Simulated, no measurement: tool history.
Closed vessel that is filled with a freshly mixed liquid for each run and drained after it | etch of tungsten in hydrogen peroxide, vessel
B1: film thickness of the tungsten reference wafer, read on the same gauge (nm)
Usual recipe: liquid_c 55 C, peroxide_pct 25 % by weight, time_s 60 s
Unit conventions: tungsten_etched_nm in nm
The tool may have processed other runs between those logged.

run 1 hour=0 | liquid_c=55 peroxide_pct=25 time_s=60 | B1=121.96 | tungsten_etched_nm=119.69
run 2 hour=32.6 | liquid_c=55 peroxide_pct=25 time_s=60 | B1=121.8 | tungsten_etched_nm=121.32
run 3 hour=193.4 | liquid_c=55 peroxide_pct=25 time_s=60 | B1=120.99 | tungsten_etched_nm=119.74
run 4 hour=233.6 | liquid_c=55 peroxide_pct=25 time_s=60 | B1=120.77 | tungsten_etched_nm=120.46
run 5 hour=265.4 | liquid_c=59.5 peroxide_pct=20.5 time_s=60 | B1=120.67 | tungsten_etched_nm=140.45
run 6 hour=300.4 | liquid_c=55 peroxide_pct=25 time_s=60 | B1=120.46 | tungsten_etched_nm=118.51
run 7 hour=339.7 | liquid_c=55 peroxide_pct=25 time_s=60 | B1=120.28 | tungsten_etched_nm=118.93
-- hour=350.1 thermometer replaced
run 8 hour=392.3 | liquid_c=55 peroxide_pct=25 time_s=60 | B1=120.06 | tungsten_etched_nm=119.78
-- hour=425.2 gauge calibrated
run 9 hour=437.6 | liquid_c=55 peroxide_pct=25 time_s=50 | B1=129.52 | tungsten_etched_nm=105.9
run 10 hour=487.2 | liquid_c=55 peroxide_pct=25 time_s=50 | B1=129.31 | tungsten_etched_nm=107.23
run 11 hour=545.2 | liquid_c=55 peroxide_pct=25 time_s=60 | B1=129.02 | tungsten_etched_nm=128.57
-- hour=592.4 peroxide flow meter replaced
run 12 hour=601.8 | liquid_c=55 peroxide_pct=28 time_s=30 | B1=128.74 | tungsten_etched_nm=67.66
run 13 hour=643.7 | liquid_c=55 peroxide_pct=25 time_s=60 | B1=128.54 | tungsten_etched_nm=128.73
run 14 hour=744.5 | liquid_c=55 peroxide_pct=25 time_s=60 | B1=128.06 | tungsten_etched_nm=128.01
run 15 hour=798.3 | liquid_c=60 peroxide_pct=20 time_s=85 | B1=127.77 | tungsten_etched_nm=216.94
run 16 hour=858.7 | liquid_c=50 peroxide_pct=25 time_s=35 | B1=127.51 | tungsten_etched_nm=54.8
-- hour=878.8 new drum of peroxide connected
run 17 hour=910.1 | liquid_c=55 peroxide_pct=25 time_s=60 | B1=127.26 | tungsten_etched_nm=126.33
run 18 hour=935.3 | liquid_c=60 peroxide_pct=25 time_s=50 | B1=127.13 | tungsten_etched_nm=141.06
run 19 hour=981.2 | liquid_c=61 peroxide_pct=25 time_s=75 | B1=126.92 | tungsten_etched_nm=220.66
run 20 hour=1052.2 | liquid_c=55 peroxide_pct=25 time_s=60 | B1=126.55 | tungsten_etched_nm=124.52
run 21 hour=1118.6 | liquid_c=55 peroxide_pct=22.5 time_s=60 | B1=126.25 | tungsten_etched_nm=119.42
run 22 hour=1182.6 | liquid_c=49.5 peroxide_pct=30 time_s=40 | B1=125.89 | tungsten_etched_nm=65.46
run 23 hour=1248.5 | liquid_c=55 peroxide_pct=30 time_s=60 | B1=125.63 | tungsten_etched_nm=135.15
run 24 hour=1286.3 | liquid_c=55 peroxide_pct=25 time_s=45 | B1=125.44 | tungsten_etched_nm=92.3
run 25 hour=1355.8 | liquid_c=50.5 peroxide_pct=17.5 time_s=35 | B1=125.08 | tungsten_etched_nm=45.47
run 26 hour=1390.8 | liquid_c=55 peroxide_pct=25 time_s=60 | B1=124.93 | tungsten_etched_nm=124.8
run 27 hour=1434.3 | liquid_c=49.5 peroxide_pct=30 time_s=40 | B1=124.72 | tungsten_etched_nm=65.01
run 28 hour=1491.4 | liquid_c=55 peroxide_pct=25 time_s=60 | B1=124.45 | tungsten_etched_nm=123.01
run 29 hour=1556.8 | liquid_c=55 peroxide_pct=30 time_s=30 | B1=124.13 | tungsten_etched_nm=66.24

Subtracting, for every run, the result it would have given without the tool's unlogged condition from the measured result gives the following. The same run-to-run variation enters both numbers; the gauge's scatter may not:
Unlogged tool condition in this case: liquid colder than its thermometer reads (K); peroxide flow below the setpoint (%); peroxide weaker than its label (%); gauge reads high (%).
run=1 tungsten_etched_nm=-7.91
run=2 tungsten_etched_nm=-8.18
run=3 tungsten_etched_nm=-8.9
run=4 tungsten_etched_nm=-9.15
run=5 tungsten_etched_nm=-10.88
run=6 tungsten_etched_nm=-9.35
run=7 tungsten_etched_nm=-9.59
run=8 tungsten_etched_nm=-9.93
run=9 tungsten_etched_nm=-0.37
run=10 tungsten_etched_nm=-0.58
run=11 tungsten_etched_nm=-0.97
run=12 tungsten_etched_nm=-0.66
run=13 tungsten_etched_nm=-1.45
run=14 tungsten_etched_nm=-1.94
run=15 tungsten_etched_nm=-3.74
run=16 tungsten_etched_nm=-1.07
run=17 tungsten_etched_nm=-2.73
run=18 tungsten_etched_nm=-3.18
run=19 tungsten_etched_nm=-5.37
run=20 tungsten_etched_nm=-3.37
run=21 tungsten_etched_nm=-3.55
run=22 tungsten_etched_nm=-2.11
run=23 tungsten_etched_nm=-4.72
run=24 tungsten_etched_nm=-3.36
run=25 tungsten_etched_nm=-1.78
run=26 tungsten_etched_nm=-5.07
run=27 tungsten_etched_nm=-2.75
run=28 tungsten_etched_nm=-5.5
run=29 tungsten_etched_nm=-3.14

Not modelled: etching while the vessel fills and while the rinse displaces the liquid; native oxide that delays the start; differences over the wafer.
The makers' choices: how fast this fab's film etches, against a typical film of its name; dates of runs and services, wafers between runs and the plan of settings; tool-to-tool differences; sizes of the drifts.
